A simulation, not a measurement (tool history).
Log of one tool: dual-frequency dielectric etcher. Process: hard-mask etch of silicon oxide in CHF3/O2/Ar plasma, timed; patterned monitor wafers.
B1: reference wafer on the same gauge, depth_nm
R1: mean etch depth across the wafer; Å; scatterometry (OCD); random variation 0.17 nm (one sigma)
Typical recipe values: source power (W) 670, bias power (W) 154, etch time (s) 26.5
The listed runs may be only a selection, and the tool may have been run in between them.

run 1 hour=0 | source_power_(W)=670 bias_power_(W)=154 etch_time_(s)=26.5 | B1=48.2 | R1=547
run 2 hour=12.4 | source_power_(W)=670 bias_power_(W)=154 etch_time_(s)=26.5 | B1=48.2 | R1=548
run 3 hour=39.6 | source_power_(W)=670 bias_power_(W)=154 etch_time_(s)=26.5 | B1=48.2 | R1=548
run 4 hour=71.2 | source_power_(W)=670 bias_power_(W)=154 etch_time_(s)=24.5 | B1=48.2 | R1=507
run 5 hour=86.1 | source_power_(W)=670 bias_power_(W)=154 etch_time_(s)=24.5 | B1=48.2 | R1=506
run 6 hour=108.6 | source_power_(W)=670 bias_power_(W)=154 etch_time_(s)=24.5 | B1=48.2 | R1=507
run 7 hour=132.7 | source_power_(W)=720 bias_power_(W)=154 etch_time_(s)=26.5 | B1=48.2 | R1=560
run 8 hour=155.7 | source_power_(W)=720 bias_power_(W)=154 etch_time_(s)=26.5 | B1=48.3 | R1=563
run 9 hour=176.8 | source_power_(W)=670 bias_power_(W)=154 etch_time_(s)=26.5 | B1=48.2 | R1=552
run 10 hour=200.8 | source_power_(W)=670 bias_power_(W)=154 etch_time_(s)=26.5 | B1=48.3 | R1=551
run 11 hour=223.1 | source_power_(W)=670 bias_power_(W)=154 etch_time_(s)=26.5 | B1=48.2 | R1=550
run 12 hour=249.4 | source_power_(W)=790 bias_power_(W)=154 etch_time_(s)=26.5 | B1=48.2 | R1=583
run 13 hour=267.3 | source_power_(W)=790 bias_power_(W)=154 etch_time_(s)=26.5 | B1=48.1 | R1=582
run 14 hour=286.2 | source_power_(W)=620 bias_power_(W)=154 etch_time_(s)=26.5 | B1=48.2 | R1=535
run 15 hour=319.8 | source_power_(W)=570 bias_power_(W)=167 etch_time_(s)=26.5 | B1=48.3 | R1=536
-- hour=320.1 gauge calibrated
run 16 hour=339 | source_power_(W)=670 bias_power_(W)=154 etch_time_(s)=26.5 | B1=48.2 | R1=552
run 17 hour=361.9 | source_power_(W)=670 bias_power_(W)=154 etch_time_(s)=31.5 | B1=48.2 | R1=659
run 18 hour=394.9 | source_power_(W)=500 bias_power_(W)=143 etch_time_(s)=19.5 | B1=48.2 | R1=366
-- hour=431.7 upper electrode replaced, of another model than before
-- hour=433.2 bias power generator calibrated
run 19 hour=433.7 | source_power_(W)=670 bias_power_(W)=154 etch_time_(s)=26.5 | B1=48.2 | R1=556
run 20 hour=435.7 | source_power_(W)=510 bias_power_(W)=154 etch_time_(s)=26.5 | B1=48.2 | R1=469
run 21 hour=466.7 | source_power_(W)=670 bias_power_(W)=186 etch_time_(s)=26.5 | B1=48.2 | R1=592
run 22 hour=491.1 | source_power_(W)=670 bias_power_(W)=122 etch_time_(s)=26.5 | B1=48.2 | R1=516
-- hour=505.1 source power generator calibrated
-- hour=516.4 wet clean of the chamber
run 23 hour=525.5 | source_power_(W)=790 bias_power_(W)=135 etch_time_(s)=29 | B1=48.1 | R1=628
run 24 hour=588.3 | source_power_(W)=670 bias_power_(W)=182 etch_time_(s)=18.5 | B1=48.2 | R1=407
run 25 hour=640.3 | source_power_(W)=820 bias_power_(W)=154 etch_time_(s)=26.5 | B1=48.2 | R1=613
run 26 hour=671.2 | source_power_(W)=670 bias_power_(W)=154 etch_time_(s)=26.5 | B1=48.2 | R1=549

What if the next run were any one of these 5? Each begins from the tool's condition after run 26:
run A hour=671.6 | source_power_(W)=670 bias_power_(W)=154 etch_time_(s)=26.5 | B1=? | R1=?
run B hour=671.6 | source_power_(W)=710 bias_power_(W)=154 etch_time_(s)=26.5 | B1=? | R1=?
run C hour=671.6 | source_power_(W)=670 bias_power_(W)=126 etch_time_(s)=29.5 | B1=? | R1=?
run D hour=671.6 | source_power_(W)=520 bias_power_(W)=154 etch_time_(s)=28.5 | B1=? | R1=?
run E hour=671.6 | source_power_(W)=520 bias_power_(W)=169 etch_time_(s)=29 | B1=? | R1=?

run=A B1=48.1 R1=549
run=B B1=48.1 R1=567
run=C B1=48.1 R1=572
run=D B1=48.1 R1=504
run=E B1=48.1 R1=530
The same runs, with their run-to-run variation unchanged, on a tool lacking any hidden condition would have given:
run=A R1=546
run=B R1=564
run=C R1=569
run=D R1=502
run=E R1=528
